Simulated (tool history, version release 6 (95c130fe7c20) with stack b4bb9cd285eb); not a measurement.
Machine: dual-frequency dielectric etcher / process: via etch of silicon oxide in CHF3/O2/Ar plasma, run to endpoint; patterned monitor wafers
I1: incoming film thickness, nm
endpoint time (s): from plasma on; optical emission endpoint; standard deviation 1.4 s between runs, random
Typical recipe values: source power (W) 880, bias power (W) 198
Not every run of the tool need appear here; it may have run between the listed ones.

run 1 hour=0 | source_power_(W)=710 bias_power_(W)=215 | I1=794.2 | endpoint_time_(s)=341.8
-- hour=66.3 wet clean of the chamber
run 2 hour=77.1 | source_power_(W)=950 bias_power_(W)=198 | I1=794.4 | endpoint_time_(s)=331.8
run 3 hour=115.3 | source_power_(W)=880 bias_power_(W)=198 | I1=803.9 | endpoint_time_(s)=343
run 4 hour=169 | source_power_(W)=880 bias_power_(W)=198 | I1=789.8 | endpoint_time_(s)=334.2
run 5 hour=224.8 | source_power_(W)=880 bias_power_(W)=198 | I1=797.4 | endpoint_time_(s)=339.8
run 6 hour=309.7 | source_power_(W)=880 bias_power_(W)=198 | I1=800.6 | endpoint_time_(s)=339.2
run 7 hour=372.8 | source_power_(W)=770 bias_power_(W)=198 | I1=793.3 | endpoint_time_(s)=349.2
run 8 hour=414.4 | source_power_(W)=770 bias_power_(W)=198 | I1=807.9 | endpoint_time_(s)=357.7
run 9 hour=481.9 | source_power_(W)=880 bias_power_(W)=198 | I1=801 | endpoint_time_(s)=337.6
-- hour=556.7 wet clean of the chamber
run 10 hour=587.7 | source_power_(W)=880 bias_power_(W)=198 | I1=794.5 | endpoint_time_(s)=341.6
run 11 hour=671.3 | source_power_(W)=880 bias_power_(W)=198 | I1=788.8 | endpoint_time_(s)=336.6
-- hour=789.5 bias power generator calibrated
-- hour=833 upper electrode replaced
run 12 hour=892.8 | source_power_(W)=730 bias_power_(W)=198 | I1=792.5 | endpoint_time_(s)=351.1
run 13 hour=998.8 | source_power_(W)=730 bias_power_(W)=198 | I1=796.8 | endpoint_time_(s)=350.7
run 14 hour=1048.6 | source_power_(W)=820 bias_power_(W)=198 | I1=800 | endpoint_time_(s)=342.3
-- hour=1132 wet clean of the chamber
run 15 hour=1138.9 | source_power_(W)=880 bias_power_(W)=198 | I1=794 | endpoint_time_(s)=332.9
run 16 hour=1222.6 | source_power_(W)=880 bias_power_(W)=198 | I1=798.8 | endpoint_time_(s)=336.6
run 17 hour=1306.3 | source_power_(W)=880 bias_power_(W)=198 | I1=794.2 | endpoint_time_(s)=334.8
run 18 hour=1374.8 | source_power_(W)=880 bias_power_(W)=198 | I1=792.7 | endpoint_time_(s)=331.4
run 19 hour=1430.6 | source_power_(W)=880 bias_power_(W)=198 | I1=796.7 | endpoint_time_(s)=331.3
-- hour=1465 source power generator calibrated
run 20 hour=1490.8 | source_power_(W)=1080 bias_power_(W)=237 | I1=783.5 | endpoint_time_(s)=284.8
run 21 hour=1584.3 | source_power_(W)=880 bias_power_(W)=172 | I1=797.8 | endpoint_time_(s)=353.1
-- hour=1706.1 wet clean of the chamber
run 22 hour=1706.6 | source_power_(W)=820 bias_power_(W)=222 | I1=788.2 | endpoint_time_(s)=327.6
run 23 hour=1763 | source_power_(W)=1060 bias_power_(W)=222 | I1=794 | endpoint_time_(s)=303.5
run 24 hour=1847.1 | source_power_(W)=880 bias_power_(W)=198 | I1=801.7 | endpoint_time_(s)=339.8
run 25 hour=1944.6 | source_power_(W)=880 bias_power_(W)=161 | I1=796.9 | endpoint_time_(s)=364.6
run 26 hour=2026.5 | source_power_(W)=880 bias_power_(W)=220 | I1=790.8 | endpoint_time_(s)=320.4
run 27 hour=2077.3 | source_power_(W)=970 bias_power_(W)=198 | I1=787.3 | endpoint_time_(s)=319.3
run 28 hour=2121.7 | source_power_(W)=990 bias_power_(W)=214 | I1=791.3 | endpoint_time_(s)=308.3
run 29 hour=2181.4 | source_power_(W)=880 bias_power_(W)=198 | I1=792.9 | endpoint_time_(s)=331.6
-- hour=2299.8 wet clean of the chamber
run 30 hour=2300.3 | source_power_(W)=880 bias_power_(W)=198 | I1=797 | endpoint_time_(s)=341.4
-- hour=2334.4 bias power generator calibrated
run 31 hour=2360.1 | source_power_(W)=810 bias_power_(W)=198 | I1=788.5 | endpoint_time_(s)=345
run 32 hour=2396.7 | source_power_(W)=800 bias_power_(W)=180 | I1=791.1 | endpoint_time_(s)=358.7
run 33 hour=2499.9 | source_power_(W)=1020 bias_power_(W)=243 | I1=793.3 | endpoint_time_(s)=293.5
run 34 hour=2547.4 | source_power_(W)=1070 bias_power_(W)=172 | I1=790.7 | endpoint_time_(s)=329.2

Consider 4 possible next runs. They are alternatives, not a sequence: every one starts from the tool as it was left by run 34. What does each give?
run A hour=2547.9 | source_power_(W)=880 bias_power_(W)=198 | I1=790.7 | endpoint_time_(s)=?
run B hour=2547.9 | source_power_(W)=780 bias_power_(W)=224 | I1=790.7 | endpoint_time_(s)=?
run C hour=2547.9 | source_power_(W)=790 bias_power_(W)=224 | I1=790.7 | endpoint_time_(s)=?
run D hour=2547.9 | source_power_(W)=1000 bias_power_(W)=172 | I1=790.7 | endpoint_time_(s)=?

run=A endpoint_time_(s)=331.1
run=B endpoint_time_(s)=327.7
run=C endpoint_time_(s)=326.4
run=D endpoint_time_(s)=335.4
What these runs would have given with no unlogged condition in the tool:
run=A endpoint_time_(s)=333.7
run=B endpoint_time_(s)=330.3
run=C endpoint_time_(s)=328.9
run=D endpoint_time_(s)=338.1

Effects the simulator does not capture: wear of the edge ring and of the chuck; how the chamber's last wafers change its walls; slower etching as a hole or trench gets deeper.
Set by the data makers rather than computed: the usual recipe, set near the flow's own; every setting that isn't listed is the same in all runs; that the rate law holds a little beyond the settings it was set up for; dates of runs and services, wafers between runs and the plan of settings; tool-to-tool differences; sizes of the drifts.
